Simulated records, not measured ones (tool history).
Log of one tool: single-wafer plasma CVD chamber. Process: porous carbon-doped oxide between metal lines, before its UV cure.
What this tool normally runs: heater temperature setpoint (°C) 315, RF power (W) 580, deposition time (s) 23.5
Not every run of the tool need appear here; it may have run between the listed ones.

| run | hour | heater temperature setpoint (°C) | RF power (W) | deposition time (s) | read-back reference wafer on the same gauge, thickness_nm | mean film thickness on the monitor wafer (Å) |
|---|---|---|---|---|---|---|
| 1 | 0.0 | 315 | 580 | 23.5 | 114.908 | 1291.74 |
| 2 | 36.0 | 315 | 580 | 23.5 | 114.949 | 1294.68 |
|  | 54.0 | thermocouple changed; heater temperature recalibrated |
| 3 | 60.1 | 315 | 580 | 23.5 | 114.914 | 1277.80 |
| 4 | 121.6 | 315 | 580 | 23.5 | 114.974 | 1279.74 |
| 5 | 193.3 | 315 | 580 | 22.2 | 114.971 | 1210.76 |
| 6 | 264.5 | 315 | 580 | 22.2 | 114.961 | 1208.93 |
| 7 | 325.8 | 315 | 580 | 23.5 | 115.036 | 1282.52 |
| 8 | 374.7 | 315 | 580 | 23.5 | 114.969 | 1280.75 |
| 9 | 531.9 | 315 | 580 | 23.5 | 115.016 | 1274.90 |
| 10 | 601.2 | 315 | 580 | 23.5 | 114.981 | 1273.53 |
| 11 | 658.5 | 315 | 580 | 23.5 | 114.985 | 1274.65 |
| 12 | 717.8 | 323 | 580 | 27.2 | 114.894 | 1410.60 |
| 13 | 746.8 | 323 | 580 | 27.2 | 115.051 | 1411.47 |
| 14 | 809.6 | 323 | 580 | 27.2 | 115.028 | 1414.32 |
| 15 | 835.5 | 315 | 525 | 20.5 | 114.973 | 1009.41 |
| 16 | 869.3 | 315 | 525 | 20.5 | 115.026 | 1008.27 |
| 17 | 940.2 | 324 | 645 | 24.9 | 114.962 | 1427.97 |
| 18 | 980.7 | 328 | 655 | 21.4 | 114.940 | 1232.92 |
|  | 1030.3 | gauge calibrated |
| 19 | 1040.3 | 315 | 580 | 23.5 | 115.020 | 1271.92 |
| 20 | 1090.8 | 315 | 640 | 23.5 | 115.049 | 1398.84 |
| 21 | 1154.2 | 329 | 670 | 26.5 | 115.042 | 1536.14 |
|  | 1164.8 | showerhead replaced |
|  | 1179.8 | RF generator calibrated |
| 22 | 1180.2 | 315 | 580 | 23.5 | 115.014 | 1306.76 |
|  | 1195.1 | thermocouple changed; heater temperature recalibrated |
| 23 | 1237.0 | 315 | 580 | 23.5 | 114.906 | 1279.23 |
| 24 | 1300.4 | 315 | 580 | 23.5 | 114.992 | 1277.40 |
| 25 | 1338.0 | 315 | 580 | 23.5 | 115.047 | 1282.66 |
| 26 | 1364.3 | 315 | 580 | 27.3 | 114.985 | 1483.02 |
| 27 | 1402.4 | 302 | 580 | 23.5 | 114.940 | 1361.60 |
| 28 | 1432.0 | 315 | 580 | 23.5 | 115.032 | 1279.99 |
| 29 | 1457.1 | 326 | 580 | 23.5 | 114.952 | 1221.54 |
| 30 | 1487.4 | 315 | 580 | 21.9 | 114.981 | 1196.04 |
| 31 | 1528.7 | 310 | 495 | 20.2 | 115.037 | 957.84 |
| 32 | 1597.8 | 327 | 675 | 28.0 | 115.008 | 1659.28 |

Alternative continuations, all from the tool just after run 32; predict every row:
| A | 1598.2 | 315 | 580 | 23.5 | ? | ? |
| B | 1598.2 | 315 | 580 | 25.4 | ? | ? |
| C | 1598.2 | 324 | 540 | 26.8 | ? | ? |
| D | 1598.2 | 305 | 525 | 20.4 | ? | ? |
| E | 1598.2 | 315 | 690 | 25.7 | ? | ? |

| run | read-back reference wafer on the same gauge, thickness_nm | mean film thickness on the monitor wafer (Å) |
|---|---|---|
| A | 114.884 | 1274.69 |
| B | 114.884 | 1374.22 |
| C | 114.884 | 1294.49 |
| D | 114.884 | 1053.92 |
| E | 114.884 | 1632.34 |
With no hidden state in the tool, these same runs would have given:
| run | mean film thickness on the monitor wafer (Å) |
|---|---|
| A | 1276.31 |
| B | 1375.97 |
| C | 1296.27 |
| D | 1055.29 |
| E | 1634.36 |

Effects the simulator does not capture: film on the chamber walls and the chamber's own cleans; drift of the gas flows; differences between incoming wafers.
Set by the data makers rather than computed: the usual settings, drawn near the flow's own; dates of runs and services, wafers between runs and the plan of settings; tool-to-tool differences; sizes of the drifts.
